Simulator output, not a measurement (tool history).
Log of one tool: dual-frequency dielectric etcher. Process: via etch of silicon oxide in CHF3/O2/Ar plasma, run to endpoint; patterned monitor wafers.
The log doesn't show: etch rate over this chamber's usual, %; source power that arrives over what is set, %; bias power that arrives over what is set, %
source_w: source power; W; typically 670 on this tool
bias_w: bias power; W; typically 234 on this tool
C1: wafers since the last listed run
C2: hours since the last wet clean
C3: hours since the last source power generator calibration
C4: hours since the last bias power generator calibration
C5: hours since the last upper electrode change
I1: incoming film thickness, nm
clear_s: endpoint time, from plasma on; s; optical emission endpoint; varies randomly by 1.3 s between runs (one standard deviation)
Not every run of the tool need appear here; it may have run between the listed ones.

run 1 hour=0 | source_w=750 bias_w=234 | C1=0 C2=0.5 C3=1581.1 C4=1049.6 C5=107 | I1=396.2 | clear_s=154.5
run 2 hour=25 | source_w=760 bias_w=248 | C1=119 C2=25.5 C3=1606.1 C4=1074.6 C5=132 | I1=401.8 | clear_s=152.4
run 3 hour=80.6 | source_w=760 bias_w=248 | C1=265 C2=81.1 C3=1661.7 C4=1130.2 C5=187.6 | I1=396 | clear_s=154.7
run 4 hour=122.3 | source_w=760 bias_w=248 | C1=199 C2=122.8 C3=1703.4 C4=1171.9 C5=229.3 | I1=402.7 | clear_s=156.2
run 5 hour=206.1 | source_w=670 bias_w=234 | C1=400 C2=206.6 C3=1787.2 C4=1255.7 C5=313.1 | I1=401.4 | clear_s=169.2
run 6 hour=282.7 | source_w=670 bias_w=202 | C1=366 C2=283.2 C3=1863.8 C4=1332.3 C5=389.7 | I1=399.1 | clear_s=180.2
run 7 hour=568.9 | source_w=670 bias_w=202 | C1=1368 C2=569.4 C3=2150 C4=1618.5 C5=675.9 | I1=398.3 | clear_s=180.5
run 8 hour=647.6 | source_w=670 bias_w=202 | C1=376 C2=648.1 C3=2228.7 C4=1697.2 C5=754.6 | I1=401.9 | clear_s=179.8
run 9 hour=746.4 | source_w=670 bias_w=269 | C1=472 C2=746.9 C3=2327.5 C4=1796 C5=853.4 | I1=396.3 | clear_s=158.4
run 10 hour=862.1 | source_w=670 bias_w=269 | C1=553 C2=862.6 C3=2443.2 C4=1911.7 C5=969.1 | I1=396.7 | clear_s=160.7
-- hour=915 wet clean of the chamber
run 11 hour=940 | source_w=670 bias_w=269 | C1=257 C2=25 C3=2521.1 C4=1989.6 C5=1047 | I1=399.3 | clear_s=160.9
run 12 hour=1021.8 | source_w=630 bias_w=274 | C1=391 C2=106.8 C3=2602.9 C4=2071.4 C5=1128.8 | I1=398.2 | clear_s=163.6
run 13 hour=1129.3 | source_w=620 bias_w=275 | C1=514 C2=214.3 C3=2710.4 C4=2178.9 C5=1236.3 | I1=397.8 | clear_s=166.2
-- hour=1141.3 bias power generator calibrated
run 14 hour=1197.3 | source_w=670 bias_w=234 | C1=306 C2=282.3 C3=2778.4 C4=56 C5=1304.3 | I1=398.7 | clear_s=170.5
run 15 hour=1297.4 | source_w=670 bias_w=234 | C1=478 C2=382.4 C3=2878.5 C4=156.1 C5=1404.4 | I1=398.3 | clear_s=169.9
run 16 hour=1538.5 | source_w=760 bias_w=250 | C1=1153 C2=623.5 C3=3119.6 C4=397.2 C5=1645.5 | I1=402.6 | clear_s=154
run 17 hour=1635.3 | source_w=620 bias_w=275 | C1=463 C2=720.3 C3=3216.4 C4=494 C5=1742.3 | I1=400.5 | clear_s=166.2
-- hour=1665 upper electrode replaced
run 18 hour=1718.1 | source_w=800 bias_w=257 | C1=281 C2=803.1 C3=3299.2 C4=576.8 C5=53.1 | I1=395.4 | clear_s=144
-- hour=1823.6 source power generator calibrated
-- hour=1833.7 wet clean of the chamber
run 19 hour=1834.2 | source_w=740 bias_w=234 | C1=488 C2=0.5 C3=10.6 C4=692.9 C5=169.2 | I1=399.9 | clear_s=160.7
run 20 hour=1900 | source_w=540 bias_w=234 | C1=314 C2=66.3 C3=76.4 C4=758.7 C5=235 | I1=401.4 | clear_s=195.3
run 21 hour=2002.9 | source_w=670 bias_w=234 | C1=492 C2=169.2 C3=179.3 C4=861.6 C5=337.9 | I1=394.4 | clear_s=166.7
run 22 hour=2055.9 | source_w=670 bias_w=234 | C1=253 C2=222.2 C3=232.3 C4=914.6 C5=390.9 | I1=396.9 | clear_s=168.2
run 23 hour=2116.7 | source_w=730 bias_w=234 | C1=290 C2=283 C3=293.1 C4=975.4 C5=451.7 | I1=398.4 | clear_s=160.3
run 24 hour=2155.9 | source_w=740 bias_w=252 | C1=187 C2=322.2 C3=332.3 C4=1014.6 C5=490.9 | I1=397.1 | clear_s=154.4
run 25 hour=2258.2 | source_w=720 bias_w=259 | C1=489 C2=424.5 C3=434.6 C4=1116.9 C5=593.2 | I1=399.2 | clear_s=155
run 26 hour=2352.6 | source_w=760 bias_w=234 | C1=451 C2=518.9 C3=529 C4=1211.3 C5=687.6 | I1=398.9 | clear_s=155.7
run 27 hour=2393.6 | source_w=540 bias_w=196 | C1=196 C2=559.9 C3=570 C4=1252.3 C5=728.6 | I1=393 | clear_s=203.8
run 28 hour=2494 | source_w=670 bias_w=234 | C1=480 C2=660.3 C3=670.4 C4=1352.7 C5=829 | I1=400 | clear_s=167.3
run 29 hour=2535.4 | source_w=730 bias_w=257 | C1=198 C2=701.7 C3=711.8 C4=1394.1 C5=870.4 | I1=392.5 | clear_s=152.6
run 30 hour=2601.6 | source_w=760 bias_w=189 | C1=316 C2=767.9 C3=778 C4=1460.3 C5=936.6 | I1=401.1 | clear_s=169.6
-- hour=2652 wet clean of the chamber
run 31 hour=2652.5 | source_w=590 bias_w=254 | C1=128 C2=0.5 C3=828.9 C4=1511.2 C5=987.5 | I1=396.5 | clear_s=172.5
run 32 hour=2737.6 | source_w=590 bias_w=197 | C1=407 C2=85.6 C3=914 C4=1596.3 C5=1072.6 | I1=404.1 | clear_s=195.5
run 33 hour=2780.7 | source_w=670 bias_w=234 | C1=206 C2=128.7 C3=957.1 C4=1639.4 C5=1115.7 | I1=398.8 | clear_s=169.5
run 34 hour=2854.3 | source_w=830 bias_w=249 | C1=352 C2=202.3 C3=1030.7 C4=1713 C5=1189.3 | I1=392.8 | clear_s=143.4
-- hour=2880.2 bias power generator calibrated
run 35 hour=2930.1 | source_w=830 bias_w=249 | C1=343 C2=278.1 C3=1106.5 C4=49.9 C5=1265.1 | I1=398.9 | clear_s=144.3

For each entry between runs, how does the tool's hidden state at the last listed run before it compare with that at the first listed run after it?
In the gap between runs 10 and 11: wet clean of the chamber (hour 915)
  no difference in the tool's unlogged condition between these two runs
In the gap between runs 13 and 14: bias power generator calibrated (hour 1141.3)
  no difference in the tool's unlogged condition between these two runs
In the gap between runs 17 and 18: upper electrode replaced (hour 1665)
  no difference in the tool's unlogged condition between these two runs
In the gap between runs 18 and 19: source power generator calibrated (hour 1823.6); wet clean of the chamber (hour 1833.7)
  no difference in the tool's unlogged condition between these two runs
In the gap between runs 30 and 31: wet clean of the chamber (hour 2652)
  no difference in the tool's unlogged condition between these two runs
In the gap between runs 34 and 35: bias power generator calibrated (hour 2880.2)
  no difference in the tool's unlogged condition between these two runs
